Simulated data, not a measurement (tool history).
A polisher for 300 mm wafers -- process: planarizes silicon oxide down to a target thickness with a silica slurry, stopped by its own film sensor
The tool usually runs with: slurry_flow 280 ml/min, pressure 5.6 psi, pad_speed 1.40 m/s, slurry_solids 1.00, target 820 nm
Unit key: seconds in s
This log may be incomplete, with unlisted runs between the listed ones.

run	day	slurry_flow	pressure	pad_speed	slurry_solids	target	wafers since the last listed run	wafers polished on this pad	hours since the slurry nozzle was cleaned	hours since the head pressure was calibrated	hours since the slurry blender was calibrated	hours since the conditioning disc was replaced	incoming thickness of the incoming film, nm	seconds
1	0.000	280	5.6	1.40	1.00	820	0	1264	250.1	84.9	400.0	123.4	1376.1	122.9
# day 0.867: slurry blender recalibrated
2	1.700	280	5.6	1.24	1.00	820	538	1802	290.9	125.7	20.0	164.2	1375.3	137.0
# day 4.221: worn pad replaced by a new one
3	4.242	280	5.6	1.24	1.00	820	790	7	351.9	186.7	81.0	225.2	1398.0	122.4
4	6.996	280	5.6	1.40	1.00	820	916	924	418.0	252.8	147.1	291.3	1374.5	118.2
5	10.079	280	5.6	1.40	1.00	820	1026	1951	492.0	326.8	221.1	365.3	1400.0	125.8
# day 12.421: worn pad replaced by a new one
6	12.442	280	5.6	1.40	1.00	820	731	6	548.7	383.5	277.8	422.0	1364.5	102.6
7	14.458	280	5.6	1.40	1.00	820	671	677	597.1	431.9	326.2	470.4	1368.0	108.1
8	16.604	280	5.6	1.40	1.00	820	714	1392	648.6	483.4	377.7	521.9	1351.5	111.1
# day 16.958: conditioning disc replaced and pad reconditioned
# day 17.425: slurry nozzle cleaned
9	18.950	280	5.6	1.40	1.00	820	739	2131	36.6	539.7	434.0	47.8	1363.7	119.7
10	20.221	280	4.9	1.40	1.00	820	423	2554	67.1	570.2	464.5	78.3	1370.4	133.9
11	21.283	280	6.1	1.40	1.00	820	353	2908	92.6	595.7	490.0	103.8	1375.2	111.4
# day 22.275: worn pad replaced by a new one
# day 22.988: slurry blender recalibrated
12	24.188	210	3.7	1.40	1.00	820	883	609	162.3	665.4	28.8	173.5	1385.7	177.5
13	25.267	280	5.6	1.40	1.00	820	359	968	188.2	691.3	54.7	199.4	1392.2	120.7
# day 26.517: head pressure recalibrated
14	26.633	315	6.6	1.04	1.00	735	427	1395	221.0	2.8	87.5	232.2	1375.4	161.8
15	28.638	345	4.1	1.08	0.75	820	667	2063	269.1	50.9	135.6	280.3	1403.5	250.7
# day 31.200: worn pad replaced by a new one
16	31.358	315	5.6	1.68	1.00	820	850	52	334.4	116.2	200.9	345.6	1386.8	99.2
17	33.958	210	3.9	1.40	1.00	674	865	918	396.8	178.6	263.3	408.0	1408.7	232.4
18	35.121	280	5.6	1.20	0.75	820	387	1305	424.7	206.5	291.2	435.9	1376.6	153.6
# day 37.350: conditioning disc replaced and pad reconditioned
19	37.621	280	5.6	1.40	0.75	820	804	2110	484.7	266.5	351.2	6.5	1375.9	137.2
20	38.638	280	5.6	1.40	1.00	820	338	2448	509.1	290.9	375.6	30.9	1365.6	124.9
# day 39.692: worn pad replaced by a new one
21	40.900	235	4.3	1.26	1.00	938	697	402	563.4	345.2	429.9	85.2	1367.3	125.2
22	43.338	280	5.6	1.40	1.00	820	811	1214	621.9	403.7	488.4	143.7	1379.4	116.6

Branching from run 22: 4 alternative next runs. What would each branch give?
A	43.354	370	5.6	1.40	1.00	820	5	1220	622.3	404.1	488.8	144.1	1364.4	?
B	43.354	280	4.8	1.40	1.00	820	5	1220	622.3	404.1	488.8	144.1	1364.4	?
C	43.354	220	4.2	1.40	0.75	902	5	1220	622.3	404.1	488.8	144.1	1364.4	?
D	43.354	195	3.7	1.78	1.15	820	5	1220	622.3	404.1	488.8	144.1	1364.4	?

run	seconds
A	112.6
B	134.7
C	148.9
D	144.3
What these runs would have given with no unlogged condition in the tool:
run	seconds
A	109.9
B	131.5
C	145.3
D	140.8
